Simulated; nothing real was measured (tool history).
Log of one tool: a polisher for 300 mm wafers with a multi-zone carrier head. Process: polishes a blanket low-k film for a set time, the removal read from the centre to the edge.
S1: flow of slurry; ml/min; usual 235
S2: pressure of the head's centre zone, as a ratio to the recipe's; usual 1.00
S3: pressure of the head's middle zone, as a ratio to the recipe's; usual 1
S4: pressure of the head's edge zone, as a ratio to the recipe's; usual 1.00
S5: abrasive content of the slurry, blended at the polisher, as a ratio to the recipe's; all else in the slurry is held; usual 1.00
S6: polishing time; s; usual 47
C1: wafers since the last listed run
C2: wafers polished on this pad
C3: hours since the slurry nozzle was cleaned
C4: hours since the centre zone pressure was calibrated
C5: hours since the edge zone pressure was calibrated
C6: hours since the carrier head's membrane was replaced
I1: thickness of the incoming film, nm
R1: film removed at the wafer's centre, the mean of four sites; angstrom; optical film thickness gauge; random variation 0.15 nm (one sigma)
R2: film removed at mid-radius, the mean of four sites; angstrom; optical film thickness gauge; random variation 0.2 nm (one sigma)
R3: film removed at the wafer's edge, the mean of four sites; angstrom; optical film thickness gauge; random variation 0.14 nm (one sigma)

run   hour   S1    S2  S3    S4    S5  S6   C1    C2     C3     C4     C5     C6     I1   R1   R2   R3
  1    0.0  235  1.00   1  1.09  1.00  47    0   447  324.1  487.1  515.2  274.8  628.0  143  138  153
  2   51.8  235  1.00   1  1.09  1.00  47  646  1094  375.9  538.9  567.0  326.6  626.6  142  137  151
  3  115.4  235  1.00   1  1.09  1.00  47  794  1888  439.5  602.5  630.6  390.2  641.9  140  133  153
     132.6  -- worn pad replaced by a new one
  4  179.2  235  1.00   1  1.00  1.00  47  746   581  503.3  666.3  694.4  454.0  622.0  141  137  143
  5  216.5  235  1.03   1  1.00  1.00  47  465  1047  540.6  703.6  731.7  491.3  637.2  145  141  144
  6  270.8  235  1.03   1  1.00  1.00  47  678  1725  594.9  757.9  786.0  545.6  622.6  143  137  143
     296.2  -- worn pad replaced by a new one
     306.6  -- slurry nozzle cleaned
  7  308.3  235  1.00   1  1.00  1.00  47  405   138    1.7  795.4  823.5  583.1  629.2  146  142  147

The next listed run, before its measurement:
     332.1  -- carrier head's membrane replaced by a new one, of another model than before
  8  346.6  185  1.05   1  1.00  0.85  38  415  554  40.0  833.7  861.8  14.5  643.4   ?   ?   ?

{"run 8": {"R1": 112, "R2": 99, "R3": 106}}
Without the tool's hidden state the same run would have given R1 114 angstrom, R2 100 angstrom, R3 107 angstrom.
